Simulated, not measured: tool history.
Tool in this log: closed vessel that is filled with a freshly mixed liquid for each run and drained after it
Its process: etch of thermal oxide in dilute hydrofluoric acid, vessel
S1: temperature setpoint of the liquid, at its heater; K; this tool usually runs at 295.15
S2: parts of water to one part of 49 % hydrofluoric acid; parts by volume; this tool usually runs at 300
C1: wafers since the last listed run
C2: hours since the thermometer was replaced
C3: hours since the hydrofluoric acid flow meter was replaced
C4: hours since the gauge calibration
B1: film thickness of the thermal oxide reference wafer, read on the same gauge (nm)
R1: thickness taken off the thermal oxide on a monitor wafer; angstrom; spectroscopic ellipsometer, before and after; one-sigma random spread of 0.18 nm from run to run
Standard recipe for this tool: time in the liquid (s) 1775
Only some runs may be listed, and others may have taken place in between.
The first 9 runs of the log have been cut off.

Run 10, hour 246.5: usual settings; C1 1275; C2 1213.8; C3 1930.3; C4 57.5; B1 40.00. Result: R1 229.1 angstrom.
Run 11, hour 260.4: usual settings; C1 692; C2 1227.7; C3 1944.2; C4 71.4; B1 39.97. Result: R1 230.4 angstrom.
Run 12, hour 277.2: usual settings; C1 836; C2 1244.5; C3 1961.0; C4 88.2; B1 40.02. Result: R1 230.2 angstrom.
Run 13, hour 301.3: usual settings but time in the liquid (s) 1250; C1 1200; C2 1268.6; C3 1985.1; C4 112.3; B1 39.98. Result: R1 164.8 angstrom.
Run 14, hour 333.5: usual settings but S1 293.65 K, S2 230 parts by volume, time in the liquid (s) 2180; C1 1603; C2 1300.8; C3 2017.3; C4 144.5; B1 39.97. Result: R1 372.4 angstrom.
Run 15, hour 354.5: usual settings; C1 1045; C2 1321.8; C3 2038.3; C4 165.5; B1 39.99. Result: R1 226.6 angstrom.
At hour 364.4: thermometer replaced.
Run 16, hour 384.9: usual settings but S2 430 parts by volume; C1 1464; C2 20.5; C3 2068.7; C4 195.9; B1 40.01. Result: R1 133.3 angstrom.
Run 17, hour 441.3: usual settings; C1 2809; C2 76.9; C3 2125.1; C4 252.3; B1 39.98. Result: R1 212.7 angstrom.
Run 18, hour 456.4: usual settings but S1 297.65 K, S2 175 parts by volume, time in the liquid (s) 2555; C1 752; C2 92.0; C3 2140.2; C4 267.4; B1 40.00. Result: R1 665.4 angstrom.
Run 19, hour 468.5: usual settings; C1 602; C2 104.1; C3 2152.3; C4 279.5; B1 40.03. Result: R1 213.3 angstrom.
At hour 473.1: hydrofluoric acid flow meter replaced.
Run 20, hour 492.6: usual settings but S2 250 parts by volume, time in the liquid (s) 2115; C1 1150; C2 128.2; C3 19.5; C4 303.6; B1 39.99. Result: R1 322.6 angstrom.
Run 21, hour 527.6: usual settings but S1 296.65 K; C1 1743; C2 163.2; C3 54.5; C4 338.6; B1 40.03. Result: R1 226.9 angstrom.
Run 22, hour 549.0: usual settings but S1 290.65 K, S2 170 parts by volume, time in the liquid (s) 2370; C1 1065; C2 184.6; C3 75.9; C4 360.0; B1 39.98. Result: R1 487.0 angstrom.
Run 23, hour 582.9: usual settings but S1 290.65 K, S2 355 parts by volume, time in the liquid (s) 2580; C1 1688; C2 218.5; C3 109.8; C4 393.9; B1 40.04. Result: R1 213.3 angstrom.
Run 24, hour 600.5: usual settings; C1 876; C2 236.1; C3 127.4; C4 411.5; B1 39.96. Result: R1 215.0 angstrom.
Run 25, hour 630.8: usual settings; C1 1509; C2 266.4; C3 157.7; C4 441.8; B1 40.01. Result: R1 218.0 angstrom.
Run 26, hour 689.5: usual settings; C1 2923; C2 325.1; C3 216.4; C4 500.5; B1 40.03. Result: R1 214.7 angstrom.
Run 27, hour 710.7: usual settings but S2 205 parts by volume, time in the liquid (s) 990; C1 1055; C2 346.3; C3 237.6; C4 521.7; B1 39.98. Result: R1 194.5 angstrom.
Run 28, hour 723.5: usual settings but S1 298.65 K, S2 205 parts by volume, time in the liquid (s) 2060; C1 637; C2 359.1; C3 250.4; C4 534.5; B1 40.02. Result: R1 460.1 angstrom.
Run 29, hour 750.2: usual settings but S1 297.15 K, S2 360 parts by volume, time in the liquid (s) 2160; C1 1329; C2 385.8; C3 277.1; C4 561.2; B1 39.97. Result: R1 225.3 angstrom.
Run 30, hour 782.9: usual settings but S1 297.15 K; C1 1628; C2 418.5; C3 309.8; C4 593.9; B1 39.98. Result: R1 230.6 angstrom.
Run 31, hour 809.9: usual settings but S1 292.65 K, S2 430 parts by volume; C1 1344; C2 445.5; C3 336.8; C4 620.9; B1 39.97. Result: R1 126.9 angstrom.
Run 32, hour 844.3: usual settings but S1 290.65 K; C1 1713; C2 479.9; C3 371.2; C4 655.3; B1 40.01. Result: R1 186.3 angstrom.
Run 33, hour 857.6: usual settings but S2 380 parts by volume, time in the liquid (s) 1085; C1 662; C2 493.2; C3 384.5; C4 668.6; B1 40.02. Result: R1 96.9 angstrom.
Run 34, hour 886.4: usual settings but S1 293.65 K, S2 190 parts by volume, time in the liquid (s) 2695; C1 1434; C2 522.0; C3 413.3; C4 697.4; B1 39.93. Result: R1 557.8 angstrom.

Alternative continuations, all from the tool just after run 34; predict every row:
Run A, hour 887.5: usual settings; C1 54; C2 523.1; C3 414.4; C4 698.5; B1 ?. Result: R1 ?.
Run B, hour 887.5: usual settings but S1 291.65 K; C1 54; C2 523.1; C3 414.4; C4 698.5; B1 ?. Result: R1 ?.
Run C, hour 887.5: usual settings but S1 293.15 K, time in the liquid (s) 1215; C1 54; C2 523.1; C3 414.4; C4 698.5; B1 ?. Result: R1 ?.
Run D, hour 887.5: usual settings but S2 245 parts by volume; C1 54; C2 523.1; C3 414.4; C4 698.5; B1 ?. Result: R1 ?.

run     B1     R1
  A  39.98  221.4
  B  39.98  195.3
  C  39.98  141.1
  D  39.98  286.1
The same runs, with their run-to-run variation unchanged, on a tool lacking any hidden condition would have given:
run     R1
  A  212.0
  B  186.7
  C  135.0
  D  273.6
